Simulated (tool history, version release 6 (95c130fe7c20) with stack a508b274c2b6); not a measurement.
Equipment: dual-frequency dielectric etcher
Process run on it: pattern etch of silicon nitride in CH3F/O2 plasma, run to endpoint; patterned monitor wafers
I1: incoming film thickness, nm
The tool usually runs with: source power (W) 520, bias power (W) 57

{"run": 1, "hour": 0.0, "source power (W)": 520, "bias power (W)": 57, "I1": 96.2, "endpoint time (s)": 110.7}
{"run": 2, "hour": 6.7, "source power (W)": 520, "bias power (W)": 57, "I1": 94.1, "endpoint time (s)": 108}
{"run": 3, "hour": 16.7, "source power (W)": 520, "bias power (W)": 57, "I1": 94.5, "endpoint time (s)": 108.8}
{"run": 4, "hour": 23.0, "source power (W)": 520, "bias power (W)": 57, "I1": 96.1, "endpoint time (s)": 111.1}
{"run": 5, "hour": 40.5, "source power (W)": 520, "bias power (W)": 57, "I1": 94.3, "endpoint time (s)": 108.6}
{"run": 6, "hour": 51.6, "source power (W)": 520, "bias power (W)": 57, "I1": 94.4, "endpoint time (s)": 109}
{"run": 7, "hour": 66.3, "source power (W)": 520, "bias power (W)": 46, "I1": 94.9, "endpoint time (s)": 115.6}
{"run": 8, "hour": 96.3, "source power (W)": 520, "bias power (W)": 57, "I1": 95.3, "endpoint time (s)": 110.9}
{"hour": 108.3, "done": "source power generator calibrated"}
{"hour": 111.2, "done": "bias power generator calibrated"}
{"run": 9, "hour": 111.7, "source power (W)": 520, "bias power (W)": 57, "I1": 94.4, "endpoint time (s)": 109}
{"run": 10, "hour": 115.7, "source power (W)": 520, "bias power (W)": 65, "I1": 94.1, "endpoint time (s)": 104.5}
{"run": 11, "hour": 122.9, "source power (W)": 520, "bias power (W)": 65, "I1": 94.7, "endpoint time (s)": 105.8}
{"hour": 156.6, "done": "upper electrode replaced"}
{"hour": 162.0, "done": "wet clean of the chamber"}
{"run": 12, "hour": 162.5, "source power (W)": 520, "bias power (W)": 57, "I1": 94.8, "endpoint time (s)": 107.1}
{"run": 13, "hour": 162.9, "source power (W)": 470, "bias power (W)": 63, "I1": 95.1, "endpoint time (s)": 111.2}
{"run": 14, "hour": 166.8, "source power (W)": 420, "bias power (W)": 57, "I1": 95.3, "endpoint time (s)": 123.9}
{"run": 15, "hour": 214.2, "source power (W)": 640, "bias power (W)": 52, "I1": 95.9, "endpoint time (s)": 98.6}
{"run": 16, "hour": 225.9, "source power (W)": 520, "bias power (W)": 57, "I1": 93.8, "endpoint time (s)": 106}
{"run": 17, "hour": 238.5, "source power (W)": 520, "bias power (W)": 48, "I1": 94.2, "endpoint time (s)": 111.7}
{"run": 18, "hour": 248.0, "source power (W)": 460, "bias power (W)": 52, "I1": 96.3, "endpoint time (s)": 120.7}
{"run": 19, "hour": 263.2, "source power (W)": 620, "bias power (W)": 62, "I1": 94.5, "endpoint time (s)": 94.8}
{"run": 20, "hour": 272.5, "source power (W)": 520, "bias power (W)": 57, "I1": 93.7, "endpoint time (s)": 105.8}
{"run": 21, "hour": 288.6, "source power (W)": 570, "bias power (W)": 57, "I1": 94.5, "endpoint time (s)": 101.5}
{"run": 22, "hour": 295.8, "source power (W)": 520, "bias power (W)": 70, "I1": 94.4, "endpoint time (s)": 101.9}
{"run": 23, "hour": 306.9, "source power (W)": 580, "bias power (W)": 57, "I1": 95, "endpoint time (s)": 101.5}
{"run": 24, "hour": 348.1, "source power (W)": 420, "bias power (W)": 57, "I1": 94.3, "endpoint time (s)": 124}
{"run": 25, "hour": 366.0, "source power (W)": 450, "bias power (W)": 46, "I1": 96.6, "endpoint time (s)": 127.3}
{"run": 26, "hour": 374.1, "source power (W)": 520, "bias power (W)": 62, "I1": 94.7, "endpoint time (s)": 105.7}
{"run": 27, "hour": 380.7, "source power (W)": 520, "bias power (W)": 57, "I1": 94.3, "endpoint time (s)": 107.6}
{"run": 28, "hour": 389.4, "source power (W)": 520, "bias power (W)": 57, "I1": 94.9, "endpoint time (s)": 108.2}
{"run": 29, "hour": 416.0, "source power (W)": 640, "bias power (W)": 57, "I1": 95.2, "endpoint time (s)": 96.7}
{"run": 30, "hour": 424.3, "source power (W)": 640, "bias power (W)": 69, "I1": 93.3, "endpoint time (s)": 89.7}
{"run": 31, "hour": 430.8, "source power (W)": 470, "bias power (W)": 70, "I1": 94.9, "endpoint time (s)": 109.5}
{"run": 32, "hour": 447.2, "source power (W)": 520, "bias power (W)": 69, "I1": 94.2, "endpoint time (s)": 102.4}
{"run": 33, "hour": 460.8, "source power (W)": 390, "bias power (W)": 46, "I1": 94.5, "endpoint time (s)": 138.7}
{"run": 34, "hour": 476.2, "source power (W)": 520, "bias power (W)": 67, "I1": 95.8, "endpoint time (s)": 105.3}
{"run": 35, "hour": 490.3, "source power (W)": 520, "bias power (W)": 45, "I1": 94.5, "endpoint time (s)": 114.7}

Predict each of these 4 candidate next runs independently; none follows another, all start after run 35:
{"run": "A", "hour": 490.8, "source power (W)": 520, "bias power (W)": 57, "I1": 94.5, "endpoint time (s)": "?"}
{"run": "B", "hour": 490.8, "source power (W)": 580, "bias power (W)": 64, "I1": 94.5, "endpoint time (s)": "?"}
{"run": "C", "hour": 490.8, "source power (W)": 610, "bias power (W)": 43, "I1": 94.5, "endpoint time (s)": "?"}
{"run": "D", "hour": 490.8, "source power (W)": 440, "bias power (W)": 65, "I1": 94.5, "endpoint time (s)": "?"}

run=A endpoint_time_(s)=108.1
run=B endpoint_time_(s)=98.2
run=C endpoint_time_(s)=105
run=D endpoint_time_(s)=116.3
The same runs, with their run-to-run variation unchanged, on a tool lacking any hidden condition would have given:
run=A endpoint_time_(s)=106.8
run=B endpoint_time_(s)=97
run=C endpoint_time_(s)=103.7
run=D endpoint_time_(s)=114.9

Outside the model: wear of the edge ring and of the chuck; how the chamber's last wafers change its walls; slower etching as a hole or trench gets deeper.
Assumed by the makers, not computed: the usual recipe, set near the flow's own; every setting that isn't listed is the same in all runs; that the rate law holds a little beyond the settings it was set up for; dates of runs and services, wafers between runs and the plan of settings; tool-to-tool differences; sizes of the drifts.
